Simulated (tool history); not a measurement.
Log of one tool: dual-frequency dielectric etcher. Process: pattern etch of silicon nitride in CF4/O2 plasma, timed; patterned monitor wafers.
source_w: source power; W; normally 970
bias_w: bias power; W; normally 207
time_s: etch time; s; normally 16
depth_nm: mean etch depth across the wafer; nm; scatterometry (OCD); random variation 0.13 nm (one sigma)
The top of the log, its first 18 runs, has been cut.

| run | day | source_w | bias_w | time_s | read-back reference wafer on the same gauge, depth_nm | depth_nm |
|---|---|---|---|---|---|---|
| 19 | 12.404 | 970 | 239 | 14.5 | 51.6 | 58.9 |
| 20 | 12.808 | 970 | 207 | 16 | 51.6 | 61.7 |
| 21 | 13.35 | 1100 | 253 | 19 | 51.6 | 86.5 |
| 22 | 13.879 | 1070 | 244 | 21 | 51.6 | 92.4 |
| 23 | 14.583 | 970 | 207 | 19 | 51.6 | 73.6 |
| 24 | 15.088 | 970 | 207 | 16 | 51.6 | 61.9 |
| 25 | 15.767 | 970 | 207 | 16 | 51.6 | 61.6 |
| 26 | 16.408 | 970 | 207 | 12 | 51.6 | 46.3 |
| 27 | 16.792 | 1140 | 207 | 16 | 51.6 | 70 |
| 28 | 17.104 | 1070 | 207 | 12 | 51.6 | 50 |
| 29 | 17.683 | 920 | 207 | 16 | 51.6 | 58.8 |
| 30 | 17.971 | 850 | 207 | 16 | 51.6 | 55.5 |
|  | 19.35 | wet clean of the chamber |
| 31 | 19.371 | 790 | 242 | 16 | 51.6 | 56.2 |

Here are 3 independent what-if runs from the current tool condition. What would each one return?
| A | 19.388 | 970 | 207 | 16 | ? | ? |
| B | 19.388 | 970 | 230 | 16 | ? | ? |
| C | 19.388 | 840 | 207 | 11 | ? | ? |

| run | read-back reference wafer on the same gauge, depth_nm | depth_nm |
|---|---|---|
| A | 51.6 | 62.3 |
| B | 51.6 | 64.3 |
| C | 51.6 | 38.3 |
Stripped of hidden state, with their random variation kept, the same runs would have yielded:
| run | depth_nm |
|---|---|
| A | 62.3 |
| B | 64.4 |
| C | 38.3 |
